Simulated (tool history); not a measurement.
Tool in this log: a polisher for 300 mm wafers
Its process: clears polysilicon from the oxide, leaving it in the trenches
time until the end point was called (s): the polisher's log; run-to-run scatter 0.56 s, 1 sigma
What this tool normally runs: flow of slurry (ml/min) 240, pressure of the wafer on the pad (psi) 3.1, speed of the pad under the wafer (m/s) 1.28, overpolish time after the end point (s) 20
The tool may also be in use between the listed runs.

run     day  flow of slurry (ml/min)  pressure of the wafer on the pad (psi)  speed of the pad under the wafer (m/s)  overpolish time after the end point (s)  incoming thickness of the incoming film, nm  time until the end point was called (s)
  1   0.000                      295                                     3.1                                    1.28                                       20                                        799.7                                     37.8
  2   0.579                      295                                     3.1                                    1.28                                       20                                        784.8                                     36.7
  3   1.588                      240                                     3.1                                    1.00                                       20                                        789.4                                     49.0
  4   2.829                      240                                     3.1                                    1.00                                       20                                        776.4                                     50.4
      3.217  -- worn pad replaced by a new one
  5   3.938                      240                                     3.1                                    1.28                                       20                                        788.6                                     35.5
  6   5.388                      240                                     3.1                                    1.28                                       20                                        786.3                                     36.5
  7   6.029                      240                                     3.1                                    1.28                                       20                                        776.5                                     34.6
  8   6.704                      240                                     3.1                                    1.28                                       20                                        790.6                                     35.4
  9   7.704                      240                                     3.1                                    1.28                                       20                                        787.3                                     36.5
 10   9.058                      240                                     3.1                                    1.28                                       20                                        802.0                                     38.0
 11  10.271                      240                                     3.1                                    1.28                                       20                                        790.9                                     37.9
 12  11.017                      240                                     2.5                                    1.28                                       20                                        795.9                                     44.2
 13  11.917                      155                                     3.1                                    1.62                                       29                                        786.7                                     32.2
 14  12.554                      240                                     3.1                                    1.28                                       16                                        788.4                                     39.4
 15  13.529                      310                                     2.5                                    1.56                                       20                                        779.5                                     38.4
     13.717  -- worn pad replaced by a new one
 16  14.542                      240                                     2.5                                    1.06                                       20                                        781.6                                     49.2
 17  16.017                      240                                     3.1                                    1.58                                       20                                        786.3                                     28.6
 18  16.600                      240                                     3.1                                    1.28                                       20                                        793.4                                     36.7
 19  17.142                      240                                     3.1                                    1.28                                       20                                        793.8                                     35.0
 20  18.175                      240                                     4.1                                    1.28                                       20                                        792.7                                     28.6
 21  19.025                      300                                     3.6                                    0.84                                       25                                        789.8                                     48.0
 22  19.658                      280                                     3.7                                    0.96                                       29                                        786.2                                     40.3
 23  20.233                      240                                     3.1                                    1.28                                       20                                        783.8                                     36.5
 24  21.450                      240                                     3.1                                    1.28                                       20                                        790.1                                     37.3
     22.108  -- slurry nozzle cleaned
 25  22.617                      240                                     3.1                                    1.28                                       20                                        787.2                                     37.7
 26  23.771                      240                                     3.1                                    1.28                                       20                                        806.1                                     40.9
     24.229  -- worn pad replaced by a new one
 27  24.954                      270                                     3.6                                    0.88                                       20                                        785.7                                     43.5
 28  25.621                      200                                     3.5                                    1.04                                       20                                        800.0                                     40.3
 29  26.546                      240                                     3.1                                    1.14                                       20                                        776.1                                     38.2
 30  27.892                      240                                     3.1                                    1.28                                       20                                        784.1                                     35.8
 31  28.392                      240                                     3.1                                    1.08                                       20                                        789.0                                     42.4
 32  29.825                      265                                     4.0                                    0.90                                       20                                        792.8                                     40.7
     31.012  -- head pressure recalibrated
 33  34.154                      240                                     2.6                                    1.28                                       24                                        782.5                                     44.2
     35.329  -- worn pad replaced by a new one
 34  35.425                      240                                     3.1                                    1.28                                       20                                        783.3                                     34.9

Forecast each of these 5 alternatives for the next run:
  A  35.442                      240                                     3.1                                    1.28                                       20                                        787.1                                        ?
  B  35.442                      240                                     3.7                                    0.90                                       10                                        787.1                                        ?
  C  35.442                      240                                     2.8                                    0.92                                       20                                        787.1                                        ?
  D  35.442                      200                                     2.3                                    1.50                                       13                                        787.1                                        ?
  E  35.442                      240                                     2.2                                    1.28                                       30                                        787.1                                        ?

run  time until the end point was called (s)
  A                                     35.5
  B                                     43.6
  C                                     53.6
  D                                     39.0
  E                                     46.6
Had the tool no hidden state, the same runs would have come out as:
run  time until the end point was called (s)
  A                                     35.5
  B                                     43.5
  C                                     53.6
  D                                     39.0
  E                                     46.5
